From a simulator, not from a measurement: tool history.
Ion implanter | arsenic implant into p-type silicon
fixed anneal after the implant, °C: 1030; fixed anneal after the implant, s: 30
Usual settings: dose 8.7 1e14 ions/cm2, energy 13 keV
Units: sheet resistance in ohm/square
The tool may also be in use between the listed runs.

run,hour,dose,energy,wafers since the last listed run,hours since the last dose calibration,hours since the extraction supply was calibrated,hours since the gauge calibration,"read-back reference wafer on the same gauge, sheet resistance",sheet resistance
1,0,8.7,13,0,950.9,1820.9,878,132.84,128.63
2,78,8.7,13,1032,1028.9,1898.9,956,132.97,128.52
3,135.6,8.7,13,762,1086.5,1956.5,1013.6,132.86,128.9
4,204.6,8.7,13,913,1155.5,2025.5,1082.6,133.08,128.74
5,246.7,8.7,14.5,557,1197.6,2067.6,1124.7,132.92,127.67
6,288.5,8.7,14.5,553,1239.4,2109.4,1166.5,133,128.29
7,384.6,8.7,14.5,1272,1335.5,2205.5,1262.6,133.15,128.03
8,467.4,8.7,13,1095,1418.3,2288.3,1345.4,132.94,129.03
9,570,8.7,13,1358,1520.9,2390.9,1448,133.08,128.55
# hour 586: gauge calibrated
10,640.7,9.69,13,935,1591.6,2461.6,54.7,132.92,119.89
11,726.3,9.69,13,1133,1677.2,2547.2,140.3,132.94,119.79
12,810.6,8.7,13,1115,1761.5,2631.5,224.6,133,128.85
13,847.7,8.7,11,491,1798.6,2668.6,261.7,133.03,129.94
# hour 927.9: extraction supply calibrated
14,1001.7,10.42,11.5,1932,1952.6,73.8,415.7,133.15,115.47
15,1075.4,6.72,16.5,975,2026.3,147.5,489.4,133,153.25
# hour 1154.7: Faraday cup replaced and dose calibrated
16,1356.5,8.7,13,3614,201.8,428.6,770.5,132.96,128.87
17,1412.4,6.15,9,739,257.7,484.5,826.4,132.93,169.09
18,1519.2,10.87,13,1413,364.5,591.3,933.2,133,111.49
19,1604.5,11.16,9.5,1129,449.8,676.6,1018.5,132.99,112.06
20,1686.4,7.07,10,1084,531.7,758.5,1100.4,133.04,152.19
21,1736.2,8.7,13,659,581.5,808.3,1150.2,133,128.9
22,1791.8,7.17,11,735,637.1,863.9,1205.8,132.99,149.29
23,1890.1,8.7,9,1301,735.4,962.2,1304.1,132.97,131.57

The tool's hidden state at each run:
deviation of the true dose from the Faraday cup's reading, %: 0 in every run
deviation of the true energy from its setpoint, %: 0 in every run
gauge reads high (%): 0 in every run

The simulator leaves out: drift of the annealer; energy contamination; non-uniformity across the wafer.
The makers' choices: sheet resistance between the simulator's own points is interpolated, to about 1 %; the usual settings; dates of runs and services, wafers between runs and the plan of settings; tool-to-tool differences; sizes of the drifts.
